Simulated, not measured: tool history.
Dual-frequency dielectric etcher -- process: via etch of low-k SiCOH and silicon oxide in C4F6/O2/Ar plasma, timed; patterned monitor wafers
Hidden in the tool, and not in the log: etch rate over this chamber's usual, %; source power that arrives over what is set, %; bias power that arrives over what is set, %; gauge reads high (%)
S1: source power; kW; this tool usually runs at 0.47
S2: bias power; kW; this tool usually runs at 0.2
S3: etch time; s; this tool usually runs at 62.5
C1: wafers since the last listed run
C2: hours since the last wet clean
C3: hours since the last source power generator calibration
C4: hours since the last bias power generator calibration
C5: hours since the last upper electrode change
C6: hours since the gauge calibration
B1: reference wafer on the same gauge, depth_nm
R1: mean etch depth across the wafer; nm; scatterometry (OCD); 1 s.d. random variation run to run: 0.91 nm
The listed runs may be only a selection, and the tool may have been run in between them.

run,day,S1,S2,S3,C1,C2,C3,C4,C5,C6,B1,R1
1,0,0.47,0.2,62.5,0,408.4,3098.4,5246,1710.8,338.2,220.7,225
2,3.567,0.47,0.2,73,1368,494,3184,5331.6,1796.4,423.8,219.8,266
3,4.917,0.47,0.2,73,517,526.4,3216.4,5364,1828.8,456.2,220.3,263.9
# day 6.667: wet clean of the chamber
4,6.688,0.47,0.2,73,295,0.5,3258.9,5406.5,1871.3,498.7,220,253.5
5,6.775,0.47,0.2,62.5,33,2.6,3261,5408.6,1873.4,500.8,220.1,216.2
# day 7.246: bias power generator calibrated
6,7.742,0.47,0.2,62.5,306,25.8,3284.2,11.9,1896.6,524,219.6,215.4
# day 8.204: source power generator calibrated
7,9.217,0.47,0.2,62.5,501,61.2,24.3,47.3,1932,559.4,219.7,215.5
8,10.667,0.47,0.2,62.5,556,96,59.1,82.1,1966.8,594.2,220.5,217.2
9,12.017,0.47,0.2,62.5,517,128.4,91.5,114.5,1999.2,626.6,219.7,218.4
10,12.546,0.56,0.213,75.5,202,141.1,104.2,127.2,2011.9,639.3,220,282.5
# day 12.579: gauge calibrated
11,13.617,0.47,0.2,62.5,410,166.8,129.9,152.9,2037.6,24.9,220.3,219.5
12,14.462,0.35,0.242,54,324,187.1,150.2,173.2,2057.9,45.2,219.9,196.1
13,15.083,0.47,0.151,51,238,202,165.1,188.1,2072.8,60.1,220.2,153.8
# day 16.446: upper electrode replaced
14,16.496,0.56,0.2,62.5,158,235.9,199,222,1.2,94,219.9,228.7
15,17.508,0.47,0.2,75.5,388,260.2,223.3,246.3,25.5,118.3,220.1,266.6
16,18.225,0.47,0.168,62.5,274,277.4,240.5,263.5,42.7,135.5,220.2,200.4
17,19.429,0.57,0.2,62.5,461,306.3,269.4,292.4,71.6,164.4,220.3,233
18,20.408,0.39,0.2,45,375,329.8,292.9,315.9,95.1,187.9,220.1,153.5
19,21.579,0.47,0.2,62.5,449,357.9,321,344,123.2,216,220.6,222.7

Alternative continuations, all from the tool just after run 19; predict every row:
A,21.596,0.47,0.2,62.5,6,358.3,321.4,344.4,123.6,216.4,?,?
B,21.596,0.47,0.236,71.5,6,358.3,321.4,344.4,123.6,216.4,?,?
C,21.596,0.57,0.165,62.5,6,358.3,321.4,344.4,123.6,216.4,?,?
D,21.596,0.43,0.217,45,6,358.3,321.4,344.4,123.6,216.4,?,?
E,21.596,0.47,0.156,74,6,358.3,321.4,344.4,123.6,216.4,?,?

run,B1,R1
A,219.4,222.4
B,219.4,276.4
C,219.4,209.3
D,219.4,164.1
E,219.4,230.8
The same runs, with their run-to-run variation unchanged, on a tool lacking any hidden condition would have given:
run,R1
A,213.4
B,265.3
C,200.8
D,157.5
E,221.5

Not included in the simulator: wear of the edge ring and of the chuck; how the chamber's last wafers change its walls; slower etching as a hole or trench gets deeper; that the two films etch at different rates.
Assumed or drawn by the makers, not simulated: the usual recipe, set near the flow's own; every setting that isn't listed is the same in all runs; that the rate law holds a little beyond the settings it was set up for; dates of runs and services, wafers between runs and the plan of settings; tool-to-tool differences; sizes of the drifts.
